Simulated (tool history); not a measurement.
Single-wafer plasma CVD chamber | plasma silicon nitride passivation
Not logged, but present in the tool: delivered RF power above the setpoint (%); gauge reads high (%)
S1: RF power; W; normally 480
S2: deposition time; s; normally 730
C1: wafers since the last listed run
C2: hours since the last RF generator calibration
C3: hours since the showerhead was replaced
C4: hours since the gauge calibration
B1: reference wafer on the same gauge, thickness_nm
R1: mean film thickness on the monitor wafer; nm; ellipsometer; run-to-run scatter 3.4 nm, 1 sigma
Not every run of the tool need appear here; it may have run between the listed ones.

run	hour	S1	S2	C1	C2	C3	C4	B1	R1
1	0.0	480	761	0	1182.9	2695.9	1373.9	1298.869	1120.348
# hour 21.7: gauge calibrated
2	33.9	480	761	131	1216.8	2729.8	12.2	1299.662	1130.044
3	87.6	480	761	207	1270.5	2783.5	65.9	1300.172	1123.543
4	153.7	480	730	255	1336.6	2849.6	132.0	1300.590	1081.551
5	183.0	480	730	113	1365.9	2878.9	161.3	1301.601	1080.313
6	218.8	480	730	138	1401.7	2914.7	197.1	1298.603	1080.223
7	267.7	460	730	188	1450.6	2963.6	246.0	1298.833	1068.154
8	329.7	460	730	239	1512.6	3025.6	308.0	1299.760	1069.225
9	370.9	460	730	159	1553.8	3066.8	349.2	1298.715	1065.024
10	401.6	535	730	118	1584.5	3097.5	379.9	1300.350	1105.433
11	454.8	535	730	205	1637.7	3150.7	433.1	1299.922	1108.027
12	488.7	535	730	131	1671.6	3184.6	467.0	1300.192	1111.307
13	536.7	480	805	185	1719.6	3232.6	515.0	1301.016	1186.846
14	601.7	480	805	251	1784.6	3297.6	580.0	1300.170	1189.314
15	635.1	480	730	129	1818.0	3331.0	613.4	1300.295	1075.659
16	688.6	480	730	206	1871.5	3384.5	666.9	1300.074	1081.299
17	731.7	480	663	166	1914.6	3427.6	710.0	1300.545	980.163
18	763.3	440	637	122	1946.2	3459.2	741.6	1300.654	922.476
19	822.2	445	674	227	2005.1	3518.1	800.5	1300.852	982.279
20	890.7	480	651	264	2073.6	3586.6	869.0	1300.642	964.405
21	958.7	480	730	262	2141.6	3654.6	937.0	1300.562	1080.834
22	1017.9	480	730	228	2200.8	3713.8	996.2	1299.835	1077.111
# hour 1131.3: showerhead replaced
23	1136.8	480	730	428	2319.7	5.5	1115.1	1299.679	1078.412
# hour 1186.6: RF generator calibrated
24	1200.2	480	730	214	13.6	68.9	1178.5	1299.625	1103.966
25	1248.1	480	730	185	61.5	116.8	1226.4	1300.539	1100.725
# hour 1252.9: gauge calibrated
26	1283.5	420	655	136	96.9	152.2	30.6	1300.334	954.407
27	1315.5	425	730	123	128.9	184.2	62.6	1299.205	1061.796
28	1339.5	450	612	92	152.9	208.2	86.6	1299.976	910.150
29	1410.2	420	774	273	223.6	278.9	157.3	1297.779	1125.144
30	1479.5	480	845	267	292.9	348.2	226.6	1298.643	1263.089
31	1507.0	565	845	106	320.4	375.7	254.1	1299.857	1314.588
32	1546.4	480	730	152	359.8	415.1	293.5	1300.859	1088.291
33	1614.0	480	730	261	427.4	482.7	361.1	1300.195	1088.827
34	1672.8	420	847	227	486.2	541.5	419.9	1300.420	1227.608
35	1712.0	450	847	151	525.4	580.7	459.1	1301.716	1243.646

For some of the steps in R1 from one run to the next: how much would appear even if the tool had no hidden state, given the settings, what came in and random variation, and how much remains for the hidden state plus any gauge scatter that the measured result and the result without hidden state don't share?
Run 23 -> 24: RF generator calibrated. R1 +25.554 nm: hidden state +20.093, all else +5.461.
Run 27 -> 28: S1 425 -> 450, S2 730 -> 612. R1 -151.646 nm: hidden state +0.037, all else -151.683.
Run 28 -> 29: S1 450 -> 420, S2 612 -> 774. R1 +214.994 nm: hidden state -2.475, all else +217.469.
Run 29 -> 30: S1 420 -> 480, S2 774 -> 845. R1 +137.945 nm: hidden state -2.379, all else +140.324.
Run 31 -> 32: S1 565 -> 480, S2 845 -> 730. R1 -226.297 nm: hidden state +0.898, all else -227.195.
